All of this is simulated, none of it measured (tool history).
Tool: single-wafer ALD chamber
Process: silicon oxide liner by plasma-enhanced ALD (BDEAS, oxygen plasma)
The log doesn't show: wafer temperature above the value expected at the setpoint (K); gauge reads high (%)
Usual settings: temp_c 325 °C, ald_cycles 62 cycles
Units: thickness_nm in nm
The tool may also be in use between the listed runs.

run	hour	temp_c	ald_cycles	wafers since the last listed run	hours since the last thermocouple change	hours since the gauge calibration	read-back reference wafer on the same gauge, thickness_nm	thickness_nm
1	0	325	62	0	1923.7	258.7	6.537	5.584
2	45.9	325	62	164	1969.6	304.6	6.542	5.602
3	218.5	319	62	618	2142.2	477.2	6.537	5.603
4	285.6	334	62	240	2209.3	544.3	6.537	5.467
5	353.8	334	62	244	2277.5	612.5	6.536	5.496
6	387.9	334	62	122	2311.6	646.6	6.538	5.496
7	575.7	325	62	673	2499.4	834.4	6.54	5.58
8	605.3	325	62	106	2529	864	6.538	5.577
9	665.7	325	66	216	2589.4	924.4	6.54	5.961
10	711.4	325	62	163	2635.1	970.1	6.54	5.588
11	764.8	325	62	191	2688.5	1023.5	6.539	5.558
12	831.2	325	62	238	2754.9	1089.9	6.543	5.591
13	887.3	325	62	201	2811	1146	6.536	5.567
# hour 907.2: thermocouple changed; heater temperature recalibrated
14	1018.7	325	62	442	111.5	1277.4	6.54	5.538
# hour 1061.7: gauge calibrated
15	1090.6	315	62	257	183.4	28.9	6.539	5.596
16	1128.6	315	62	136	221.4	66.9	6.539	5.606
17	1161.9	315	62	119	254.7	100.2	6.543	5.633
18	1215.7	325	62	192	308.5	154	6.54	5.527
19	1268.1	325	65	187	360.9	206.4	6.542	5.809
20	1316.6	325	62	173	409.4	254.9	6.54	5.541
21	1341.9	325	62	90	434.7	280.2	6.542	5.525
22	1371.3	325	62	105	464.1	309.6	6.541	5.555
23	1423.3	314	74	186	516.1	361.6	6.54	6.753
24	1457	318	72	120	549.8	395.3	6.538	6.508
25	1516.7	325	62	214	609.5	455	6.539	5.562
26	1552.7	334	71	129	645.5	491	6.54	6.262
27	1594.9	311	54	151	687.7	533.2	6.54	4.942
28	1635.5	325	62	145	728.3	573.8	6.541	5.539
29	1744.8	331	56	391	837.6	683.1	6.541	4.959
30	1784.1	329	73	140	876.9	722.4	6.538	6.474
31	1824.2	319	62	143	917	762.5	6.542	5.63
32	1880.9	318	67	203	973.7	819.2	6.541	6.066
33	1928.7	325	62	171	1021.5	867	6.54	5.55
34	1984.6	336	69	200	1077.4	922.9	6.539	6.043
35	2045.7	321	50	219	1138.5	984	6.54	4.519
36	2078.8	338	62	118	1171.6	1017.1	6.54	5.458
37	2129.7	330	62	182	1222.5	1068	6.54	5.526
38	2168.5	325	62	139	1261.3	1106.8	6.538	5.579
39	2232.7	325	62	230	1325.5	1171	6.542	5.569
40	2267.9	325	62	126	1360.7	1206.2	6.537	5.56
41	2336.5	330	57	245	1429.3	1274.8	6.542	5.074
42	2380.2	325	62	156	1473	1318.5	6.537	5.578
43	2439.5	325	58	212	1532.3	1377.8	6.538	5.194
44	2469.7	325	59	108	1562.5	1408	6.538	5.288
# hour 2476.2: gauge calibrated
45	2537.9	338	54	244	1630.7	61.7	6.544	4.745

Forecast each of these 4 alternatives for the next run:
A	2538.4	313	62	1	1631.2	62.2	?	?
B	2538.4	339	68	1	1631.2	62.2	?	?
C	2538.4	317	57	1	1631.2	62.2	?	?
D	2538.4	333	56	1	1631.2	62.2	?	?

run	read-back reference wafer on the same gauge, thickness_nm	thickness_nm
A	6.539	5.655
B	6.539	5.944
C	6.539	5.166
D	6.539	4.944
Without the tool's hidden state the same runs would have given:
run	thickness_nm
A	5.611
B	5.895
C	5.125
D	4.904
